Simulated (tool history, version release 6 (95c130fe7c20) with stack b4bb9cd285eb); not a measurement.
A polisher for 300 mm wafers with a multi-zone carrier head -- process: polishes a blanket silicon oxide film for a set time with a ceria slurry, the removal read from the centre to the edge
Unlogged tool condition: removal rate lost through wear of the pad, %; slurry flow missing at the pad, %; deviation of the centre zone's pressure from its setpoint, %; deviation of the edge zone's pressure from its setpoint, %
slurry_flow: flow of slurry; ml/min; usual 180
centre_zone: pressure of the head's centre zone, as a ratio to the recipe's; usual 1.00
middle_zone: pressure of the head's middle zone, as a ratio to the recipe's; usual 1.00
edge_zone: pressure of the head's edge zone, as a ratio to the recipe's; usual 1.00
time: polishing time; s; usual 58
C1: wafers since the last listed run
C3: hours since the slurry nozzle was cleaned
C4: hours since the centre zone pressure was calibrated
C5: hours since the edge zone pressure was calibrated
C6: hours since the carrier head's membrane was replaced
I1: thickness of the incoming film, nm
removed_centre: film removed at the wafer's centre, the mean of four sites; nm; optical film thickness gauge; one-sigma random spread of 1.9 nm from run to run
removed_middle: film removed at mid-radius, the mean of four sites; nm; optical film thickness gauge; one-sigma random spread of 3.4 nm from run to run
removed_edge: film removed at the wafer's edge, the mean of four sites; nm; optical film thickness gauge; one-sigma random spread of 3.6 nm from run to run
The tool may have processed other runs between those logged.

Run 1, day 0.000: usual settings but centre_zone 0.96, middle_zone 0.96; C1 0; wafers polished on this pad 605; C3 0.6; C4 40.5; C5 23.9; C6 1057.1; I1 1281.3. Result: removed_centre 239.3 nm, removed_middle 244.7 nm, removed_edge 254.7 nm.
Run 2, day 0.696: usual settings but time 52 s; C1 163; wafers polished on this pad 768; C3 17.3; C4 57.2; C5 40.6; C6 1073.8; I1 1273.5. Result: removed_centre 220.2 nm, removed_middle 231.3 nm, removed_edge 230.6 nm.
Run 3, day 1.046: usual settings but edge_zone 0.89; C1 82; wafers polished on this pad 851; C3 25.7; C4 65.6; C5 49.0; C6 1082.2; I1 1292.0. Result: removed_centre 241.4 nm, removed_middle 247.6 nm, removed_edge 240.5 nm.
Run 4, day 1.604: usual settings; C1 131; wafers polished on this pad 982; C3 39.1; C4 79.0; C5 62.4; C6 1095.6; I1 1289.3. Result: removed_centre 246.2 nm, removed_middle 254.2 nm, removed_edge 255.2 nm.
Run 5, day 2.333: usual settings but slurry_flow 130 ml/min; C1 171; wafers polished on this pad 1153; C3 56.6; C4 96.5; C5 79.9; C6 1113.1; I1 1304.4. Result: removed_centre 231.4 nm, removed_middle 244.0 nm, removed_edge 244.1 nm.
At day 2.521: worn pad replaced by a new one.
Run 6, day 2.892: usual settings but slurry_flow 235 ml/min, middle_zone 0.96; C1 92; wafers polished on this pad 87; C3 70.0; C4 109.9; C5 93.3; C6 1126.5; I1 1271.9. Result: removed_centre 254.2 nm, removed_middle 252.5 nm, removed_edge 264.8 nm.
Run 7, day 3.571: usual settings but centre_zone 0.90, edge_zone 1.04; C1 159; wafers polished on this pad 247; C3 86.3; C4 126.2; C5 109.6; C6 1142.8; I1 1298.9. Result: removed_centre 222.4 nm, removed_middle 249.8 nm, removed_edge 260.3 nm.
Run 8, day 4.025: usual settings but middle_zone 0.94, edge_zone 0.94; C1 106; wafers polished on this pad 353; C3 97.2; C4 137.1; C5 120.5; C6 1153.7; I1 1296.3. Result: removed_centre 247.1 nm, removed_middle 237.5 nm, removed_edge 251.8 nm.
Run 9, day 4.454: usual settings but middle_zone 1.11; C1 100; wafers polished on this pad 454; C3 107.5; C4 147.4; C5 130.8; C6 1164.0; I1 1289.6. Result: removed_centre 247.4 nm, removed_middle 265.6 nm, removed_edge 253.6 nm.
Run 10, day 4.908: usual settings but centre_zone 0.96, middle_zone 1.11, edge_zone 1.09, time 41 s; C1 106; wafers polished on this pad 561; C3 118.4; C4 158.3; C5 141.7; C6 1174.9; I1 1303.3. Result: removed_centre 166.7 nm, removed_middle 193.9 nm, removed_edge 190.3 nm.
Run 11, day 5.433: usual settings but middle_zone 1.06, edge_zone 1.07, time 41 s; C1 123; wafers polished on this pad 685; C3 131.0; C4 170.9; C5 154.3; C6 1187.5; I1 1294.2. Result: removed_centre 174.1 nm, removed_middle 184.1 nm, removed_edge 188.4 nm.
Run 12, day 5.883: usual settings; C1 105; wafers polished on this pad 790; C3 141.8; C4 181.7; C5 165.1; C6 1198.3; I1 1279.0. Result: removed_centre 245.0 nm, removed_middle 254.5 nm, removed_edge 251.9 nm.
Run 13, day 6.517: usual settings; C1 148; wafers polished on this pad 939; C3 157.0; C4 196.9; C5 180.3; C6 1213.5; I1 1272.0. Result: removed_centre 244.3 nm, removed_middle 251.2 nm, removed_edge 253.0 nm.
Run 14, day 6.825: usual settings but slurry_flow 210 ml/min, middle_zone 0.88, edge_zone 0.94; C1 72; wafers polished on this pad 1012; C3 164.4; C4 204.3; C5 187.7; C6 1220.9; I1 1313.4. Result: removed_centre 250.0 nm, removed_middle 231.6 nm, removed_edge 257.2 nm.
At day 7.367: worn pad replaced by a new one.
Run 15, day 7.533: usual settings but slurry_flow 160 ml/min, time 52 s; C1 127; wafers polished on this pad 38; C3 181.4; C4 221.3; C5 204.7; C6 1237.9; I1 1263.2. Result: removed_centre 218.4 nm, removed_middle 223.0 nm, removed_edge 226.5 nm.
Run 16, day 8.050: usual settings but slurry_flow 230 ml/min, middle_zone 0.96, edge_zone 1.05, time 70 s; C1 121; wafers polished on this pad 160; C3 193.8; C4 233.7; C5 217.1; C6 1250.3; I1 1287.3. Result: removed_centre 305.7 nm, removed_middle 299.7 nm, removed_edge 313.0 nm.
At day 8.667: carrier head's membrane replaced by a new one.
Run 17, day 10.158: usual settings but middle_zone 0.92, time 52 s; C1 446; wafers polished on this pad 607; C3 244.4; C4 284.3; C5 267.7; C6 35.8; I1 1292.7. Result: removed_centre 219.2 nm, removed_middle 206.6 nm, removed_edge 226.1 nm.
Run 18, day 10.888: usual settings; C1 171; wafers polished on this pad 778; C3 261.9; C4 301.8; C5 285.2; C6 53.3; I1 1276.7. Result: removed_centre 244.4 nm, removed_middle 242.3 nm, removed_edge 256.0 nm.
Run 19, day 11.604: usual settings but slurry_flow 160 ml/min, time 52 s; C1 168; wafers polished on this pad 947; C3 279.1; C4 319.0; C5 302.4; C6 70.5; I1 1291.0. Result: removed_centre 212.8 nm, removed_middle 216.3 nm, removed_edge 225.0 nm.
Run 20, day 12.167: usual settings but edge_zone 1.10; C1 132; wafers polished on this pad 1079; C3 292.6; C4 332.5; C5 315.9; C6 84.0; I1 1264.7. Result: removed_centre 238.7 nm, removed_middle 251.2 nm, removed_edge 267.1 nm.
Run 21, day 12.496: usual settings; C1 77; wafers polished on this pad 1156; C3 300.5; C4 340.4; C5 323.8; C6 91.9; I1 1299.8. Result: removed_centre 245.5 nm, removed_middle 246.6 nm, removed_edge 251.6 nm.
At day 12.850: worn pad replaced by a new one.
Run 22, day 12.967: usual settings but slurry_flow 120 ml/min, time 76 s; C1 71; wafers polished on this pad 27; C3 311.8; C4 351.7; C5 335.1; C6 103.2; I1 1267.4. Result: removed_centre 297.2 nm, removed_middle 306.8 nm, removed_edge 313.8 nm.
Run 23, day 13.683: usual settings but centre_zone 1.07, middle_zone 1.11, time 43 s; C1 168; wafers polished on this pad 195; C3 329.0; C4 368.9; C5 352.3; C6 120.4; I1 1285.8. Result: removed_centre 190.8 nm, removed_middle 196.7 nm, removed_edge 184.8 nm.

Same runs, no hidden state in the tool, same run-to-run variation:
run  removed_centre  removed_middle  removed_edge
  1           240.6           245.9         255.6
  2           221.4           232.4         231.4
  3           242.7           248.8         241.3
  4           247.6           255.4         256.1
  5           233.0           245.5         245.2
  6           255.5           253.6         265.7
  7           223.9           251.2         261.4
  8           248.8           238.9         252.9
  9           249.2           267.3         254.8
 10           167.9           195.2         191.2
 11           175.5           185.5         189.4
 12           247.1           256.4         253.4
 13           246.6           253.3         254.6
 14           252.3           233.4         258.7
 15           220.9           225.4         228.2
 16           308.7           302.3         315.0
 17           222.6           209.5         228.4
 18           248.6           246.1         258.8
 19           217.2           220.3         228.0
 20           243.7           255.8         270.7
 21           250.8           251.4         255.1
 22           306.0           314.8         319.6
 23           195.6           201.2         187.8

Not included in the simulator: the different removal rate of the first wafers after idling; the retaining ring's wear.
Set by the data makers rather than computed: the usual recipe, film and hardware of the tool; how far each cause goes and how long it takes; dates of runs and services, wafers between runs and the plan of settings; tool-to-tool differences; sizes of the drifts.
